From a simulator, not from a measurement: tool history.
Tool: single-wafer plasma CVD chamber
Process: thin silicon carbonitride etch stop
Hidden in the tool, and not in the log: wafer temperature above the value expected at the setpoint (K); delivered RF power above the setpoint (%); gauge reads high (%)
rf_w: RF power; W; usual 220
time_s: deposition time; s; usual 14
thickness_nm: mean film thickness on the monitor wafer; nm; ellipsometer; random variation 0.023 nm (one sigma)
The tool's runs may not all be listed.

run    hour  rf_w  time_s  wafers since the last listed run  hours since the last thermocouple change  hours since the last RF generator calibration  hours since the showerhead was replaced  hours since the gauge calibration  read-back reference wafer on the same gauge, thickness_nm  thickness_nm
  1       0   185      14                                 0                                       637                                         1348.2                                     5991                               53.9                                                      8.689         7.967
  2    54.9   185      14                              1533                                     691.9                                         1403.1                                   6045.9                              108.8                                                      8.679         7.928
  3    87.9   185      14                               921                                     724.9                                         1436.1                                   6078.9                              141.8                                                      8.676         7.938
  4   151.3   220      14                              1771                                     788.3                                         1499.5                                   6142.3                              205.2                                                      8.676         8.547
  5   192.7   220      14                              1156                                     829.7                                         1540.9                                   6183.7                              246.6                                                      8.675          8.56
  6   240.7   220      14                              1340                                     877.7                                         1588.9                                   6231.7                              294.6                                                      8.688         8.535
  7   292.3   220      14                              1441                                     929.3                                         1640.5                                   6283.3                              346.2                                                      8.682         8.582
  8   321.1   235      14                               804                                     958.1                                         1669.3                                   6312.1                                375                                                      8.684          8.78
      349.6  -- thermocouple changed; heater temperature recalibrated
  9   366.1   235      14                              1033                                      16.5                                         1714.3                                   6357.1                                420                                                      8.682         8.744
 10   418.1   220      14                              1452                                      68.5                                         1766.3                                   6409.1                                472                                                      8.685         8.562
      429.9  -- showerhead replaced
 11   461.8   220      14                               997                                     112.2                                           1810                                     31.9                              515.7                                                      8.686         8.524
 12   514.6   195      14                              1474                                       165                                         1862.8                                     84.7                              568.5                                                      8.684         8.136
 13   574.3   185    11.7                              1667                                     224.7                                         1922.5                                    144.4                              628.2                                                       8.68         6.622
      700.9  -- gauge calibrated
 14   739.9   195    15.4                              4626                                     390.3                                         2088.1                                      310                                 39                                                      8.687         8.927
 15   784.6   220      14                              1248                                       435                                         2132.8                                    354.7                               83.7                                                      8.677         8.511
        809  -- RF generator calibrated
 16   855.7   220      14                              1762                                     506.1                                           46.7                                    425.8                              154.8                                                      8.677          8.86
 17   902.5   255    12.2                              1307                                     552.9                                           93.5                                    472.6                              201.6                                                      8.668         8.143
 18   972.5   245    16.7                              1955                                     622.9                                          163.5                                    542.6                              271.6                                                      8.681        10.896
 19  1022.8   190    15.1                              1405                                     673.2                                          213.8                                    592.9                              321.9                                                      8.686         8.892
 20  1084.2   230      14                              1715                                     734.6                                          275.2                                    654.3                              383.3                                                      8.687         8.937

5 ways to go on from here, each from the tool as it stands after run 20. What would each give?
  A  1084.6   220    15.4                                11                                       735                                          275.6                                    654.7                              383.7                                                          ?             ?
  B  1084.6   245      14                                11                                       735                                          275.6                                    654.7                              383.7                                                          ?             ?
  C  1084.6   220    11.8                                11                                       735                                          275.6                                    654.7                              383.7                                                          ?             ?
  D  1084.6   195    16.6                                11                                       735                                          275.6                                    654.7                              383.7                                                          ?             ?
  E  1084.6   185      13                                11                                       735                                          275.6                                    654.7                              383.7                                                          ?             ?

run  read-back reference wafer on the same gauge, thickness_nm  thickness_nm
  A                                                      8.685         9.606
  B                                                      8.685         9.115
  C                                                      8.685          7.36
  D                                                      8.685         9.848
  E                                                      8.685          7.54
Without the tool's hidden state the same runs would have given:
run  thickness_nm
  A         9.716
  B          9.22
  C         7.445
  D         9.961
  E         7.626
